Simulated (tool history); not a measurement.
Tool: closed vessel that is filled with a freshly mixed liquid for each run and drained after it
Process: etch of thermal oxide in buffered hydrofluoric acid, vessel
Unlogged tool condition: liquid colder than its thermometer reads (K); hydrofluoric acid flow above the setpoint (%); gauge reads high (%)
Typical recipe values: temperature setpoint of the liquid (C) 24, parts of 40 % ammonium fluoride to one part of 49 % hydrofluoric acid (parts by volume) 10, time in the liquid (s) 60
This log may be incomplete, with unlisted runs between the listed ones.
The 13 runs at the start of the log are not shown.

run   hour  temperature setpoint of the liquid (C)  parts of 40 % ammonium fluoride to one part of 49 % hydrofluoric acid (parts by volume)  time in the liquid (s)  wafers since the last listed run  hours since the thermometer was replaced  hours since the hydrofluoric acid flow meter was replaced  hours since the gauge calibration  read-back film thickness of the thermal oxide reference wafer, read on the same gauge (nm)  thickness taken off the thermal oxide on a monitor wafer (nm)
     386.5  -- thermometer replaced
 14    387                                      26                                                                                      6.5                      60                              5861                                       0.5                                                      202.1                                700                                                                                      120.01                                                         106.71
 15  408.3                                    28.5                                                                                       10                      50                              2194                                      21.8                                                      223.4                              721.3                                                                                         120                                                          67.24
 16  437.2                                      24                                                                                       10                      60                              2977                                      50.7                                                      252.3                              750.2                                                                                      120.02                                                          63.52
 17  460.4                                      24                                                                                       12                      45                              2389                                      73.9                                                      275.5                              773.4                                                                                      119.99                                                          40.56
 18  486.4                                      28                                                                                     13.5                      60                              2678                                      99.9                                                      301.5                              799.4                                                                                      119.99                                                          60.04
 19  509.6                                      26                                                                                       10                      85                              2389                                     123.1                                                      324.7                              822.6                                                                                         120                                                          99.85
 20    528                                      24                                                                                       10                      60                              1895                                     141.5                                                      343.1                                841                                                                                      120.01                                                          63.35
 21    548                                      24                                                                                       10                      60                              2060                                     161.5                                                      363.1                                861                                                                                      120.03                                                          63.48
 22  563.9                                      24                                                                                       10                      60                              1637                                     177.4                                                        379                              876.9                                                                                      120.03                                                          64.03

For run 23, what comes out?
 23  578.1                                      24                                                                                       10                      60                              1462                                     191.6                                                      393.2                              891.1                                                                                           ?                                                              ?

read-back film thickness of the thermal oxide reference wafer, read on the same gauge (nm): 120
thickness taken off the thermal oxide on a monitor wafer (nm): 63.47
Without the tool's hidden state the same run would have given thickness taken off the thermal oxide on a monitor wafer (nm) 64.03.

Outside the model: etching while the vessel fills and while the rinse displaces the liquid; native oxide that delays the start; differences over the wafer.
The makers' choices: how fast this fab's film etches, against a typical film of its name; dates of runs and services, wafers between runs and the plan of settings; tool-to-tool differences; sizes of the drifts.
